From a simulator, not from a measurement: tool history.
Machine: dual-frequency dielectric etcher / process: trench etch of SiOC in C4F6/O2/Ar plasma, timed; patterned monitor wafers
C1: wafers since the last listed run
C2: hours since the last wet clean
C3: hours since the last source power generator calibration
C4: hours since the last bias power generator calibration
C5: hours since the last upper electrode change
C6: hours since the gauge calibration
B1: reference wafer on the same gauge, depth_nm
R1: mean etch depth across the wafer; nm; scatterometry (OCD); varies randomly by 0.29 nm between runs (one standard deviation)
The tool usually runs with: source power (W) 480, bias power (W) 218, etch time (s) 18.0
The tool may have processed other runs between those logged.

{"run": 1, "hour": 0.0, "source power (W)": 480, "bias power (W)": 218, "etch time (s)": 15.5, "C1": 0, "C2": 23.6, "C3": 1442.3, "C4": 3295.8, "C5": 250.6, "C6": 1610.0, "B1": 43.69, "R1": 37.43}
{"run": 2, "hour": 61.6, "source power (W)": 480, "bias power (W)": 218, "etch time (s)": 15.5, "C1": 699, "C2": 85.2, "C3": 1503.9, "C4": 3357.4, "C5": 312.2, "C6": 1671.6, "B1": 43.61, "R1": 37.38}
{"run": 3, "hour": 163.2, "source power (W)": 480, "bias power (W)": 231, "etch time (s)": 18.0, "C1": 1153, "C2": 186.8, "C3": 1605.5, "C4": 3459.0, "C5": 413.8, "C6": 1773.2, "B1": 43.68, "R1": 44.57}
{"hour": 181.7, "done": "source power generator calibrated"}
{"run": 4, "hour": 222.5, "source power (W)": 480, "bias power (W)": 218, "etch time (s)": 18.0, "C1": 627, "C2": 246.1, "C3": 40.8, "C4": 3518.3, "C5": 473.1, "C6": 1832.5, "B1": 43.69, "R1": 43.7}
{"run": 5, "hour": 328.1, "source power (W)": 480, "bias power (W)": 218, "etch time (s)": 18.0, "C1": 1198, "C2": 351.7, "C3": 146.4, "C4": 3623.9, "C5": 578.7, "C6": 1938.1, "B1": 43.74, "R1": 44.25}
{"hour": 370.5, "done": "bias power generator calibrated"}
{"run": 6, "hour": 419.6, "source power (W)": 570, "bias power (W)": 218, "etch time (s)": 13.5, "C1": 993, "C2": 443.2, "C3": 237.9, "C4": 49.1, "C5": 670.2, "C6": 2029.6, "B1": 43.71, "R1": 35.08}
{"run": 7, "hour": 517.3, "source power (W)": 480, "bias power (W)": 254, "etch time (s)": 20.0, "C1": 1108, "C2": 540.9, "C3": 335.6, "C4": 146.8, "C5": 767.9, "C6": 2127.3, "B1": 43.77, "R1": 51.39}
{"hour": 614.9, "done": "wet clean of the chamber"}
{"hour": 615.0, "done": "gauge calibrated"}
{"run": 8, "hour": 615.4, "source power (W)": 480, "bias power (W)": 184, "etch time (s)": 18.0, "C1": 840, "C2": 0.5, "C3": 433.7, "C4": 244.9, "C5": 866.0, "C6": 0.4, "B1": 43.69, "R1": 41.5}
{"run": 9, "hour": 691.3, "source power (W)": 580, "bias power (W)": 218, "etch time (s)": 18.0, "C1": 861, "C2": 76.4, "C3": 509.6, "C4": 320.8, "C5": 941.9, "C6": 76.3, "B1": 43.72, "R1": 45.89}
{"run": 10, "hour": 795.5, "source power (W)": 520, "bias power (W)": 234, "etch time (s)": 23.5, "C1": 1182, "C2": 180.6, "C3": 613.8, "C4": 425.0, "C5": 1046.1, "C6": 180.5, "B1": 43.71, "R1": 59.91}
{"run": 11, "hour": 895.0, "source power (W)": 480, "bias power (W)": 202, "etch time (s)": 16.0, "C1": 1129, "C2": 280.1, "C3": 713.3, "C4": 524.5, "C5": 1145.6, "C6": 280.0, "B1": 43.68, "R1": 38.45}
{"run": 12, "hour": 953.4, "source power (W)": 480, "bias power (W)": 218, "etch time (s)": 18.0, "C1": 662, "C2": 338.5, "C3": 771.7, "C4": 582.9, "C5": 1204.0, "C6": 338.4, "B1": 43.73, "R1": 43.65}
{"run": 13, "hour": 990.8, "source power (W)": 550, "bias power (W)": 218, "etch time (s)": 18.0, "C1": 424, "C2": 375.9, "C3": 809.1, "C4": 620.3, "C5": 1241.4, "C6": 375.8, "B1": 43.69, "R1": 45.8}
{"run": 14, "hour": 1089.1, "source power (W)": 540, "bias power (W)": 256, "etch time (s)": 16.0, "C1": 1115, "C2": 474.2, "C3": 907.4, "C4": 718.6, "C5": 1339.7, "C6": 474.1, "B1": 43.7, "R1": 43.15}
{"run": 15, "hour": 1131.4, "source power (W)": 480, "bias power (W)": 218, "etch time (s)": 18.0, "C1": 480, "C2": 516.5, "C3": 949.7, "C4": 760.9, "C5": 1382.0, "C6": 516.4, "B1": 43.78, "R1": 43.98}
{"run": 16, "hour": 1203.4, "source power (W)": 480, "bias power (W)": 218, "etch time (s)": 18.0, "C1": 817, "C2": 588.5, "C3": 1021.7, "C4": 832.9, "C5": 1454.0, "C6": 588.4, "B1": 43.65, "R1": 43.96}
{"run": 17, "hour": 1250.1, "source power (W)": 570, "bias power (W)": 204, "etch time (s)": 19.5, "C1": 530, "C2": 635.2, "C3": 1068.4, "C4": 879.6, "C5": 1500.7, "C6": 635.1, "B1": 43.71, "R1": 49.62}
{"hour": 1359.6, "done": "wet clean of the chamber"}
{"run": 18, "hour": 1360.1, "source power (W)": 480, "bias power (W)": 218, "etch time (s)": 18.0, "C1": 976, "C2": 0.5, "C3": 1178.4, "C4": 989.6, "C5": 1610.7, "C6": 745.1, "B1": 43.67, "R1": 43.46}
{"run": 19, "hour": 1383.7, "source power (W)": 570, "bias power (W)": 218, "etch time (s)": 20.0, "C1": 267, "C2": 24.1, "C3": 1202.0, "C4": 1013.2, "C5": 1634.3, "C6": 768.7, "B1": 43.77, "R1": 51.7}
{"run": 20, "hour": 1448.5, "source power (W)": 540, "bias power (W)": 186, "etch time (s)": 13.5, "C1": 735, "C2": 88.9, "C3": 1266.8, "C4": 1078.0, "C5": 1699.1, "C6": 833.5, "B1": 43.72, "R1": 32.47}
{"run": 21, "hour": 1507.5, "source power (W)": 480, "bias power (W)": 218, "etch time (s)": 18.0, "C1": 669, "C2": 147.9, "C3": 1325.8, "C4": 1137.0, "C5": 1758.1, "C6": 892.5, "B1": 43.73, "R1": 43.58}
{"run": 22, "hour": 1558.7, "source power (W)": 440, "bias power (W)": 218, "etch time (s)": 18.0, "C1": 581, "C2": 199.1, "C3": 1377.0, "C4": 1188.2, "C5": 1809.3, "C6": 943.7, "B1": 43.68, "R1": 42.3}
{"run": 23, "hour": 1650.0, "source power (W)": 480, "bias power (W)": 218, "etch time (s)": 18.0, "C1": 1036, "C2": 290.4, "C3": 1468.3, "C4": 1279.5, "C5": 1900.6, "C6": 1035.0, "B1": 43.71, "R1": 43.53}
{"run": 24, "hour": 1688.3, "source power (W)": 480, "bias power (W)": 218, "etch time (s)": 18.0, "C1": 434, "C2": 328.7, "C3": 1506.6, "C4": 1317.8, "C5": 1938.9, "C6": 1073.3, "B1": 43.65, "R1": 43.7}
{"run": 25, "hour": 1766.6, "source power (W)": 450, "bias power (W)": 194, "etch time (s)": 20.0, "C1": 888, "C2": 407.0, "C3": 1584.9, "C4": 1396.1, "C5": 2017.2, "C6": 1151.6, "B1": 43.67, "R1": 46.02}
{"run": 26, "hour": 1838.2, "source power (W)": 480, "bias power (W)": 218, "etch time (s)": 18.0, "C1": 812, "C2": 478.6, "C3": 1656.5, "C4": 1467.7, "C5": 2088.8, "C6": 1223.2, "B1": 43.68, "R1": 44.4}
{"run": 27, "hour": 1902.9, "source power (W)": 480, "bias power (W)": 190, "etch time (s)": 16.0, "C1": 734, "C2": 543.3, "C3": 1721.2, "C4": 1532.4, "C5": 2153.5, "C6": 1287.9, "B1": 43.72, "R1": 38.02}
{"hour": 2080.0, "done": "source power generator calibrated"}
{"hour": 2087.6, "done": "wet clean of the chamber"}
{"run": 28, "hour": 2132.4, "source power (W)": 480, "bias power (W)": 272, "etch time (s)": 22.0, "C1": 2473, "C2": 44.8, "C3": 52.4, "C4": 1761.9, "C5": 2383.0, "C6": 1517.4, "B1": 43.71, "R1": 57.55}

Had the tool no unlogged condition, and each run kept its random variation, what would the results have been?
Hidden state at play: etch rate over this chamber's usual, %; source power that arrives over what is set, %; bias power that arrives over what is set, %; gauge reads high (%).
run=1 R1=37.33
run=2 R1=37.21
run=3 R1=44.21
run=4 R1=43.25
run=5 R1=43.63
run=6 R1=34.48
run=7 R1=50.33
run=8 R1=41.50
run=9 R1=45.77
run=10 R1=59.52
run=11 R1=38.07
run=12 R1=43.13
run=13 R1=45.20
run=14 R1=42.44
run=15 R1=43.19
run=16 R1=43.06
run=17 R1=48.52
run=18 R1=43.40
run=19 R1=51.59
run=20 R1=32.32
run=21 R1=43.29
run=22 R1=41.94
run=23 R1=43.03
run=24 R1=43.14
run=25 R1=45.30
run=26 R1=43.59
run=27 R1=37.25
run=28 R1=57.13
